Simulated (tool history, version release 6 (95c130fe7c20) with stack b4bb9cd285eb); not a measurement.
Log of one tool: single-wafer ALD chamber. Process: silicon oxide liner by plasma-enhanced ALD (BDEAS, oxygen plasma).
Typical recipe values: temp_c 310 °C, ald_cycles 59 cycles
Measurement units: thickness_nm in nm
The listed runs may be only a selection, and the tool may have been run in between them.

run,day,temp_c,ald_cycles,"read-back reference wafer on the same gauge, thickness_nm",thickness_nm
1,0.000,305,52,4.624,4.464
2,4.367,305,52,4.621,4.478
3,7.412,310,59,4.618,5.014
4,11.492,310,54,4.614,4.599
5,15.792,310,54,4.609,4.594
6,18.512,310,59,4.605,4.991
7,21.071,310,59,4.604,4.989
8,24.021,321,53,4.596,4.406
# day 26.412: gauge calibrated
9,28.042,321,53,4.658,4.502
10,31.458,310,59,4.657,5.052
11,35.333,310,59,4.651,5.054
12,38.092,324,59,4.647,4.958
# day 41.125: thermocouple changed; heater temperature recalibrated
13,42.533,310,66,4.644,5.657
14,44.300,310,49,4.643,4.193
15,48.642,301,50,4.634,4.321
16,52.946,310,59,4.633,5.039
17,56.917,317,59,4.628,4.978
18,58.583,310,59,4.625,5.029
19,60.758,295,59,4.624,5.150

Branching from run 19: 5 alternative next runs. What would each branch give?
A,60.779,310,59,?,?
B,60.779,301,66,?,?
C,60.779,315,50,?,?
D,60.779,303,59,?,?
E,60.779,297,70,?,?

run,"read-back reference wafer on the same gauge, thickness_nm",thickness_nm
A,4.624,5.008
B,4.624,5.665
C,4.624,4.218
D,4.624,5.052
E,4.624,6.058
Take away the tool's hidden state, keep each run's random variation, and the runs would have read:
run,thickness_nm
A,5.059
B,5.723
C,4.261
D,5.103
E,6.119

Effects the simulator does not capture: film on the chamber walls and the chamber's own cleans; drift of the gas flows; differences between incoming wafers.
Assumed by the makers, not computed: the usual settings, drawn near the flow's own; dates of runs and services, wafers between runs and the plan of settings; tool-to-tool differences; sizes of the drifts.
